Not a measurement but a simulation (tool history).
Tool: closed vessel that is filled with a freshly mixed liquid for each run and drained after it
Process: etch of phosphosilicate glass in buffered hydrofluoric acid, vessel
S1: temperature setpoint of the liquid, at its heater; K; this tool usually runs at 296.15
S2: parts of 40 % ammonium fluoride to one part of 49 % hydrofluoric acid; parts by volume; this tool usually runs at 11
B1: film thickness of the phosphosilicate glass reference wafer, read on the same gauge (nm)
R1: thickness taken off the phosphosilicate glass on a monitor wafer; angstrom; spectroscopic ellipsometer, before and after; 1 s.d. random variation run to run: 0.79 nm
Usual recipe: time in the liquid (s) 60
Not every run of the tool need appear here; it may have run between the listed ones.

run 1 hour=0 | S1=296.15 S2=11 time_in_the_liquid_(s)=60 | B1=79.99 | R1=2144.2
run 2 hour=13.4 | S1=296.15 S2=11 time_in_the_liquid_(s)=60 | B1=80.02 | R1=2139.3
run 3 hour=27.7 | S1=296.15 S2=11 time_in_the_liquid_(s)=60 | B1=80 | R1=2152.7
run 4 hour=41.9 | S1=296.15 S2=8.5 time_in_the_liquid_(s)=60 | B1=80.02 | R1=2703.1
run 5 hour=53.6 | S1=296.15 S2=8.5 time_in_the_liquid_(s)=60 | B1=80.02 | R1=2726.1
run 6 hour=85 | S1=296.15 S2=12 time_in_the_liquid_(s)=60 | B1=80.01 | R1=1990.5
run 7 hour=92.6 | S1=296.15 S2=12 time_in_the_liquid_(s)=60 | B1=80 | R1=1977.2
run 8 hour=106 | S1=296.15 S2=11 time_in_the_liquid_(s)=60 | B1=80 | R1=2163.8
run 9 hour=113.4 | S1=296.15 S2=11 time_in_the_liquid_(s)=60 | B1=79.99 | R1=2160.6
run 10 hour=129.7 | S1=296.15 S2=11 time_in_the_liquid_(s)=60 | B1=79.99 | R1=2161.2
run 11 hour=143.5 | S1=299.65 S2=11 time_in_the_liquid_(s)=60 | B1=80 | R1=2602.2
run 12 hour=158.8 | S1=299.65 S2=11 time_in_the_liquid_(s)=60 | B1=79.99 | R1=2611
run 13 hour=175.8 | S1=296.15 S2=11 time_in_the_liquid_(s)=60 | B1=79.99 | R1=2174.9
run 14 hour=182.5 | S1=299.65 S2=14 time_in_the_liquid_(s)=40 | B1=79.97 | R1=1396.2
run 15 hour=194.2 | S1=299.65 S2=9.5 time_in_the_liquid_(s)=75 | B1=80.01 | R1=3690.4
run 16 hour=205.6 | S1=296.15 S2=15 time_in_the_liquid_(s)=90 | B1=80.03 | R1=2425.6
run 17 hour=212.6 | S1=297.65 S2=12.5 time_in_the_liquid_(s)=45 | B1=80.01 | R1=1587.6
run 18 hour=225.7 | S1=296.15 S2=8 time_in_the_liquid_(s)=60 | B1=80 | R1=2966.8
run 19 hour=238.1 | S1=296.15 S2=8.5 time_in_the_liquid_(s)=60 | B1=79.99 | R1=2459.1
run 20 hour=252.4 | S1=296.15 S2=11 time_in_the_liquid_(s)=60 | B1=79.97 | R1=1975.3
run 21 hour=270.2 | S1=296.15 S2=11 time_in_the_liquid_(s)=40 | B1=80 | R1=1322.3
run 22 hour=282.6 | S1=296.15 S2=8.5 time_in_the_liquid_(s)=80 | B1=79.98 | R1=3315.1
run 23 hour=300.6 | S1=291.15 S2=7.5 time_in_the_liquid_(s)=60 | B1=79.99 | R1=2157.9
run 24 hour=314.8 | S1=291.15 S2=9.5 time_in_the_liquid_(s)=30 | B1=80.01 | R1=854.8

Put back what was entered between runs (3 entries, withheld): which listed runs does each sit between, and how does the hidden state differ from the listed run before to the listed run after?
Logged between run 11 and run 12: gauge calibrated (hour 144.4)
  hydrofluoric acid flow above the setpoint (%): 10.9 -> 11.1
  what was measured, less what the result would be without the hidden state, R1: +242.4 -> +245.8 angstrom
Logged between run 12 and run 13: thermometer replaced (hour 161.8)
  hydrofluoric acid flow above the setpoint (%): 11.1 -> 11.3
  what was measured, less what the result would be without the hidden state, R1: +245.8 -> +207.3 angstrom
Logged between run 18 and run 19: hydrofluoric acid flow meter replaced (hour 231)
  hydrofluoric acid flow above the setpoint (%): 11.9 -> 0.785
  what was measured, less what the result would be without the hidden state, R1: +340.4 -> +20.7 angstrom
